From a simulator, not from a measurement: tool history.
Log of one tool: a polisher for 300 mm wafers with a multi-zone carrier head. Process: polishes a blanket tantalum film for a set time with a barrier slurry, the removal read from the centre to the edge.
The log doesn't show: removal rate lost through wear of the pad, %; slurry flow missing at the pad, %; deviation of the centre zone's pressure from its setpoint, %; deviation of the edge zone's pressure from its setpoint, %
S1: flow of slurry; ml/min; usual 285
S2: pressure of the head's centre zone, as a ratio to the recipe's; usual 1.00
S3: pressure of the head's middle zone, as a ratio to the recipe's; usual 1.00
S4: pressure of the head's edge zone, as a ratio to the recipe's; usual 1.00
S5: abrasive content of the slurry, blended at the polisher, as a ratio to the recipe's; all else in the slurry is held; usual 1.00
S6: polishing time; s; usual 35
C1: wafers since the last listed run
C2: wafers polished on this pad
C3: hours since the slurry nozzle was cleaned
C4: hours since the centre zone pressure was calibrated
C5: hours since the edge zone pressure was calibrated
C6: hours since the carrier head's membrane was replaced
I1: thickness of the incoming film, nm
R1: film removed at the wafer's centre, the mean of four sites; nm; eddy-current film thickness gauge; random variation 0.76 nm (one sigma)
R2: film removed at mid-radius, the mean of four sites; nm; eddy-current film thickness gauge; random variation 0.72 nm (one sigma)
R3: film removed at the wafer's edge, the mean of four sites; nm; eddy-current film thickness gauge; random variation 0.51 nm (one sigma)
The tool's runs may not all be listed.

run,day,S1,S2,S3,S4,S5,S6,C1,C2,C3,C4,C5,C6,I1,R1,R2,R3
1,0.000,285,1.00,0.92,1.00,0.80,35,0,80,256.0,711.1,665.1,862.0,335.2,48.0,44.7,47.0
2,2.454,285,1.00,0.92,1.00,0.80,35,406,486,314.9,770.0,724.0,920.9,333.6,47.2,42.7,46.4
3,4.021,285,1.00,1.00,1.00,0.95,35,259,746,352.5,807.6,761.6,958.5,330.7,48.9,46.6,48.0
4,5.288,285,1.00,1.00,1.00,0.95,35,209,956,382.9,838.0,792.0,988.9,328.3,47.0,47.3,47.1
5,8.112,285,1.00,1.00,1.00,0.95,35,467,1423,450.7,905.8,859.8,1056.7,327.1,44.5,44.0,43.9
# day 10.221: worn pad replaced by a new one
# day 10.925: slurry nozzle cleaned
6,11.083,285,1.00,1.00,1.00,1.00,35,457,136,3.8,977.1,931.1,1128.0,333.0,54.3,52.8,52.9
7,13.758,285,1.00,1.00,1.00,1.00,35,442,578,68.0,1041.3,995.3,1192.2,332.4,52.5,51.1,51.4
# day 14.875: centre zone pressure recalibrated
8,15.212,285,1.00,1.00,1.00,1.00,35,226,805,102.9,8.1,1030.2,1227.1,324.8,51.2,50.4,49.7
9,16.929,285,1.00,1.00,1.00,1.00,35,284,1090,144.1,49.3,1071.4,1268.3,331.1,50.6,47.7,48.2
10,18.350,285,1.00,1.00,0.94,1.00,35,235,1325,178.2,83.4,1105.5,1302.4,329.1,46.8,45.6,45.1
# day 18.592: worn pad replaced by a new one
# day 19.525: carrier head's membrane replaced by a new one
11,21.262,285,1.00,1.00,1.00,0.75,40,420,407,248.1,153.3,1175.4,41.7,332.3,52.7,51.5,52.3
12,22.804,335,1.00,0.88,0.92,1.00,35,255,663,285.1,190.3,1212.4,78.7,328.7,50.9,45.7,47.9
13,23.883,285,1.09,1.00,1.00,1.00,35,178,841,311.0,216.2,1238.3,104.6,330.8,52.9,48.1,48.8
14,24.950,285,1.04,0.93,1.00,1.00,35,176,1018,336.6,241.8,1263.9,130.2,330.5,49.9,45.6,48.0
# day 25.571: edge zone pressure recalibrated
15,27.079,235,1.00,0.92,1.08,1.00,35,338,1357,387.7,292.9,36.2,181.3,327.3,42.7,40.3,46.0
# day 27.350: worn pad replaced by a new one
16,28.229,285,0.89,1.00,1.00,1.00,35,162,145,415.3,320.5,63.8,208.9,335.3,43.5,49.4,49.2
17,30.512,285,1.00,1.00,1.00,1.00,35,378,523,470.1,375.3,118.6,263.7,328.8,48.9,48.0,48.7
# day 31.700: slurry nozzle cleaned
18,32.100,285,1.00,1.00,1.00,1.00,35,255,779,9.6,413.4,156.7,301.8,325.2,52.6,51.1,50.9
19,34.671,360,0.94,0.94,1.00,1.00,24,425,1205,71.3,475.1,218.4,363.5,330.0,32.6,32.0,33.2
20,36.475,285,1.00,1.07,1.03,0.85,35,298,1503,114.6,518.4,261.7,406.8,329.7,45.5,45.1,44.1
# day 36.883: worn pad replaced by a new one
21,39.017,285,1.00,1.00,1.00,1.00,35,393,353,175.6,579.4,322.7,467.8,334.0,52.2,51.5,50.3
22,41.400,195,1.00,0.88,1.00,0.80,40,394,747,232.8,636.6,379.9,525.0,329.6,47.7,42.2,49.3

3 ways to go on from here, each from the tool as it stands after run 22. What would each give?
A,41.417,285,1.00,1.00,1.00,1.00,35,2,750,233.2,637.0,380.3,525.4,324.0,?,?,?
B,41.417,190,0.93,1.00,1.00,1.00,35,2,750,233.2,637.0,380.3,525.4,324.0,?,?,?
C,41.417,285,0.97,1.11,1.03,1.00,35,2,750,233.2,637.0,380.3,525.4,324.0,?,?,?

run,R1,R2,R3
A,50.0,49.8,49.8
B,41.9,45.4,46.7
C,48.5,54.4,50.4
Without the tool's hidden state the same runs would have given:
run,R1,R2,R3
A,55.8,55.1,54.3
B,48.6,52.0,52.0
C,54.1,60.2,55.0
